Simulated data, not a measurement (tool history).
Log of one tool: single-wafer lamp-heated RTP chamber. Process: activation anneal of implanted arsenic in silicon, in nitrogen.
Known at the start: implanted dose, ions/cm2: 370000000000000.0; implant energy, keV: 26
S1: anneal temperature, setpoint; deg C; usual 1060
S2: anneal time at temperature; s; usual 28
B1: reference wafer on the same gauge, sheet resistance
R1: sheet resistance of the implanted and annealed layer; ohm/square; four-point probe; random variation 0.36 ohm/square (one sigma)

Run 1, hour 0.0: usual settings; B1 234.98. Result: R1 219.60 ohm/square.
Run 2, hour 20.1: usual settings but S2 38 s; B1 235.03. Result: R1 217.14 ohm/square.
At hour 45.0: pyrometer window cleaned and pyrometer calibrated.
Run 3, hour 51.7: usual settings but S2 38 s; B1 235.01. Result: R1 219.56 ohm/square.
Run 4, hour 78.5: usual settings but S2 38 s; B1 234.99. Result: R1 219.66 ohm/square.
Run 5, hour 100.1: usual settings but S1 1081 deg C; B1 235.01. Result: R1 217.96 ohm/square.
Run 6, hour 124.5: usual settings but S1 1081 deg C; B1 235.02. Result: R1 217.92 ohm/square.
Run 7, hour 147.8: usual settings; B1 235.01. Result: R1 220.67 ohm/square.
Run 8, hour 175.1: usual settings; B1 234.99. Result: R1 220.83 ohm/square.
Run 9, hour 199.0: usual settings; B1 234.98. Result: R1 220.33 ohm/square.
Run 10, hour 224.6: usual settings; B1 234.93. Result: R1 220.40 ohm/square.
Run 11, hour 242.0: usual settings; B1 235.02. Result: R1 221.16 ohm/square.
Run 12, hour 260.4: usual settings; B1 235.03. Result: R1 220.15 ohm/square.
Run 13, hour 282.3: usual settings but S1 1050 deg C; B1 234.95. Result: R1 221.81 ohm/square.
At hour 298.0: gauge calibrated.
Run 14, hour 315.6: usual settings but S2 41 s; B1 235.01. Result: R1 217.54 ohm/square.
Run 15, hour 344.4: usual settings but S2 41 s; B1 234.97. Result: R1 217.24 ohm/square.
Run 16, hour 371.4: usual settings but S2 41 s; B1 235.04. Result: R1 216.78 ohm/square.
Run 17, hour 386.8: usual settings; B1 235.04. Result: R1 220.28 ohm/square.
Run 18, hour 409.6: usual settings but S1 1051 deg C, S2 32 s; B1 235.07. Result: R1 220.66 ohm/square.
Run 19, hour 435.0: usual settings; B1 235.03. Result: R1 220.02 ohm/square.
Run 20, hour 455.8: usual settings but S1 1045 deg C, S2 23 s; B1 234.92. Result: R1 223.53 ohm/square.
Run 21, hour 472.9: usual settings but S2 35 s; B1 234.98. Result: R1 218.57 ohm/square.
Run 22, hour 496.7: usual settings but S2 43 s; B1 234.98. Result: R1 216.36 ohm/square.
Run 23, hour 513.1: usual settings but S1 1038 deg C; B1 235.06. Result: R1 223.17 ohm/square.
At hour 550.3: pyrometer window cleaned and pyrometer calibrated.
Run 24, hour 550.8: usual settings but S1 1081 deg C; B1 235.02. Result: R1 217.42 ohm/square.
Run 25, hour 562.7: usual settings but S1 1030 deg C, S2 41 s; B1 235.00. Result: R1 222.62 ohm/square.
Run 26, hour 594.7: usual settings but S2 37 s; B1 235.03. Result: R1 219.04 ohm/square.
Run 27, hour 609.0: usual settings but S1 1047 deg C, S2 36 s; B1 235.07. Result: R1 221.18 ohm/square.
At hour 635.6: reflector plate cleaned.
Run 28, hour 642.1: usual settings but S2 20 s; B1 235.05. Result: R1 223.01 ohm/square.
Run 29, hour 668.5: usual settings; B1 235.00. Result: R1 220.71 ohm/square.
Run 30, hour 683.3: usual settings but S1 1050 deg C, S2 16 s; B1 235.00. Result: R1 225.18 ohm/square.
Run 31, hour 715.6: usual settings but S1 1090 deg C, S2 12 s; B1 235.05. Result: R1 220.90 ohm/square.
Run 32, hour 729.1: usual settings but S1 1082 deg C, S2 43 s; B1 235.01. Result: R1 213.15 ohm/square.
Run 33, hour 751.2: usual settings; B1 234.94. Result: R1 220.51 ohm/square.
Run 34, hour 776.5: usual settings but S1 1043 deg C, S2 18 s; B1 234.94. Result: R1 225.75 ohm/square.
Run 35, hour 810.3: usual settings; B1 235.00. Result: R1 219.48 ohm/square.

The tool's hidden state at each run:
wafer temperature error from the tarnished reflector plate, K: 0 in every run
gauge reads high (%): 0 in every run
H1: true wafer temperature minus pyrometer reading, K
run     H1
  1   11.7
  2   12.2
  3  0.933
  4   1.53
  5   2.01
  6   2.56
  7   3.08
  8   3.69
  9   4.22
 10    4.8
 11   5.19
 12    5.6
 13   6.09
 14   6.83
 15   7.47
 16   8.08
 17   8.42
 18   8.93
 19    9.5
 20   9.96
 21   10.3
 22   10.9
 23   11.2
 24   2.44
 25   2.71
 26   3.42
 27   3.74
 28   4.48
 29   5.07
 30    5.4
 31   6.12
 32   6.43
 33   6.92
 34   7.49
 35   8.24

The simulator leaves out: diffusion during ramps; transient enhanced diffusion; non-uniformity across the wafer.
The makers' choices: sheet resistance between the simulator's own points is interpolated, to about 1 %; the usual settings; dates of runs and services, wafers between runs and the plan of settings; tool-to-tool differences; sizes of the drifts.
